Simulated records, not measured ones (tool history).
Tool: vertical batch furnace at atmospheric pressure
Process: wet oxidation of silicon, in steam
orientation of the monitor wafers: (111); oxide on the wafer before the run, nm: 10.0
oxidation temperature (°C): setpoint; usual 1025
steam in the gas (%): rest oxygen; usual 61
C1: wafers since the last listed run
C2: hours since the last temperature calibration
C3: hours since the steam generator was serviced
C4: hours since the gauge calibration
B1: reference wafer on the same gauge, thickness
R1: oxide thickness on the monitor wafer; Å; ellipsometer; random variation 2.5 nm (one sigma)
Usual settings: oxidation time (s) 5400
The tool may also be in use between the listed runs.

{"run": 1, "day": 0.0, "oxidation temperature (°C)": 1034, "oxidation time (s)": 5400, "steam in the gas (%)": 61, "C1": 0, "C2": 3267.7, "C3": 3084.9, "C4": 453.1, "B1": 477.73, "R1": 5231.2}
{"run": 2, "day": 4.046, "oxidation temperature (°C)": 1034, "oxidation time (s)": 5400, "steam in the gas (%)": 61, "C1": 1346, "C2": 3364.8, "C3": 3182, "C4": 550.2, "B1": 476.73, "R1": 5154.9}
{"run": 3, "day": 5.846, "oxidation temperature (°C)": 1025, "oxidation time (s)": 5400, "steam in the gas (%)": 61, "C1": 599, "C2": 3408, "C3": 3225.2, "C4": 593.4, "B1": 477.81, "R1": 4995.4}
{"run": 4, "day": 8.662, "oxidation temperature (°C)": 1025, "oxidation time (s)": 5400, "steam in the gas (%)": 61, "C1": 937, "C2": 3475.6, "C3": 3292.8, "C4": 661, "B1": 477.18, "R1": 5003.7}
{"run": 5, "day": 10.321, "oxidation temperature (°C)": 1025, "oxidation time (s)": 5400, "steam in the gas (%)": 61, "C1": 552, "C2": 3515.4, "C3": 3332.6, "C4": 700.8, "B1": 475.95, "R1": 4988}
{"day": 10.667, "done": "gauge calibrated"}
{"run": 6, "day": 12.192, "oxidation temperature (°C)": 1025, "oxidation time (s)": 5400, "steam in the gas (%)": 61, "C1": 622, "C2": 3560.3, "C3": 3377.5, "C4": 36.6, "B1": 485.45, "R1": 5072.5}
{"run": 7, "day": 16.55, "oxidation temperature (°C)": 1025, "oxidation time (s)": 5400, "steam in the gas (%)": 61, "C1": 1450, "C2": 3664.9, "C3": 3482.1, "C4": 141.2, "B1": 481.01, "R1": 5086.4}
{"run": 8, "day": 19.275, "oxidation temperature (°C)": 1025, "oxidation time (s)": 5400, "steam in the gas (%)": 61, "C1": 907, "C2": 3730.3, "C3": 3547.5, "C4": 206.6, "B1": 478.9, "R1": 5058.6}
{"run": 9, "day": 22.412, "oxidation temperature (°C)": 1032, "oxidation time (s)": 7440, "steam in the gas (%)": 61, "C1": 1044, "C2": 3805.6, "C3": 3622.8, "C4": 281.9, "B1": 477.44, "R1": 6237.2}
{"run": 10, "day": 24.788, "oxidation temperature (°C)": 1032, "oxidation time (s)": 7440, "steam in the gas (%)": 61, "C1": 790, "C2": 3862.6, "C3": 3679.8, "C4": 338.9, "B1": 475.95, "R1": 6187.4}
{"day": 26.583, "done": "thermocouples replaced and temperature profile calibrated"}
{"run": 11, "day": 28.371, "oxidation temperature (°C)": 1032, "oxidation time (s)": 7440, "steam in the gas (%)": 61, "C1": 860, "C2": 42.9, "C3": 3765.8, "C4": 424.9, "B1": 475.49, "R1": 6174.8}
{"run": 12, "day": 29.992, "oxidation temperature (°C)": 1032, "oxidation time (s)": 7440, "steam in the gas (%)": 61, "C1": 539, "C2": 81.8, "C3": 3804.7, "C4": 463.8, "B1": 473.91, "R1": 6149.6}
{"run": 13, "day": 31.508, "oxidation temperature (°C)": 1038, "oxidation time (s)": 7110, "steam in the gas (%)": 52, "C1": 504, "C2": 118.2, "C3": 3841.1, "C4": 500.2, "B1": 473.77, "R1": 5654.3}
{"day": 33.621, "done": "steam generator serviced"}
{"run": 14, "day": 37.021, "oxidation temperature (°C)": 1039, "oxidation time (s)": 5400, "steam in the gas (%)": 61, "C1": 1502, "C2": 250.5, "C3": 81.6, "C4": 632.5, "B1": 473.35, "R1": 5276.4}
{"run": 15, "day": 40.112, "oxidation temperature (°C)": 1025, "oxidation time (s)": 5400, "steam in the gas (%)": 61, "C1": 1029, "C2": 324.7, "C3": 155.8, "C4": 706.7, "B1": 472.54, "R1": 4939.3}
{"run": 16, "day": 43.208, "oxidation temperature (°C)": 1011, "oxidation time (s)": 5400, "steam in the gas (%)": 61, "C1": 1030, "C2": 399, "C3": 230.1, "C4": 781, "B1": 473.42, "R1": 4630.4}
{"day": 45.621, "done": "gauge calibrated"}
{"run": 17, "day": 45.75, "oxidation temperature (°C)": 1035, "oxidation time (s)": 5400, "steam in the gas (%)": 61, "C1": 846, "C2": 460, "C3": 291.1, "C4": 3.1, "B1": 488.35, "R1": 5336.2}
{"run": 18, "day": 49.454, "oxidation temperature (°C)": 1025, "oxidation time (s)": 5400, "steam in the gas (%)": 61, "C1": 1233, "C2": 548.9, "C3": 380, "C4": 92, "B1": 482.83, "R1": 5093.4}
{"run": 19, "day": 52.712, "oxidation temperature (°C)": 1041, "oxidation time (s)": 5400, "steam in the gas (%)": 66, "C1": 1084, "C2": 627.1, "C3": 458.2, "C4": 170.2, "B1": 480.84, "R1": 5629.7}
{"run": 20, "day": 54.412, "oxidation temperature (°C)": 1041, "oxidation time (s)": 7800, "steam in the gas (%)": 54, "C1": 565, "C2": 667.9, "C3": 499, "C4": 211, "B1": 479.98, "R1": 6264.7}
{"run": 21, "day": 56.058, "oxidation temperature (°C)": 1032, "oxidation time (s)": 7440, "steam in the gas (%)": 61, "C1": 547, "C2": 707.4, "C3": 538.5, "C4": 250.5, "B1": 478.41, "R1": 6227.1}
{"run": 22, "day": 57.808, "oxidation temperature (°C)": 1047, "oxidation time (s)": 5400, "steam in the gas (%)": 50, "C1": 582, "C2": 749.4, "C3": 580.5, "C4": 292.5, "B1": 477.23, "R1": 4946.6}

4 ways to go on from here, each from the tool as it stands after run 22. What would each give?
{"run": "A", "day": 58.042, "oxidation temperature (°C)": 1025, "oxidation time (s)": 5400, "steam in the gas (%)": 50, "C1": 77, "C2": 755, "C3": 586.1, "C4": 298.1, "B1": "?", "R1": "?"}
{"run": "B", "day": 58.042, "oxidation temperature (°C)": 1016, "oxidation time (s)": 5400, "steam in the gas (%)": 61, "C1": 77, "C2": 755, "C3": 586.1, "C4": 298.1, "B1": "?", "R1": "?"}
{"run": "C", "day": 58.042, "oxidation temperature (°C)": 1035, "oxidation time (s)": 3810, "steam in the gas (%)": 72, "C1": 77, "C2": 755, "C3": 586.1, "C4": 298.1, "B1": "?", "R1": "?"}
{"run": "D", "day": 58.042, "oxidation temperature (°C)": 1019, "oxidation time (s)": 5400, "steam in the gas (%)": 56, "C1": 77, "C2": 755, "C3": 586.1, "C4": 298.1, "B1": "?", "R1": "?"}

run=A B1=476.62 R1=4464.1
run=B B1=476.62 R1=4801.9
run=C B1=476.62 R1=4727.5
run=D B1=476.62 R1=4633.6
Without the tool's hidden state the same runs would have given:
run=A R1=4583.1
run=B R1=4929.9
run=C R1=4853.5
run=D R1=4757

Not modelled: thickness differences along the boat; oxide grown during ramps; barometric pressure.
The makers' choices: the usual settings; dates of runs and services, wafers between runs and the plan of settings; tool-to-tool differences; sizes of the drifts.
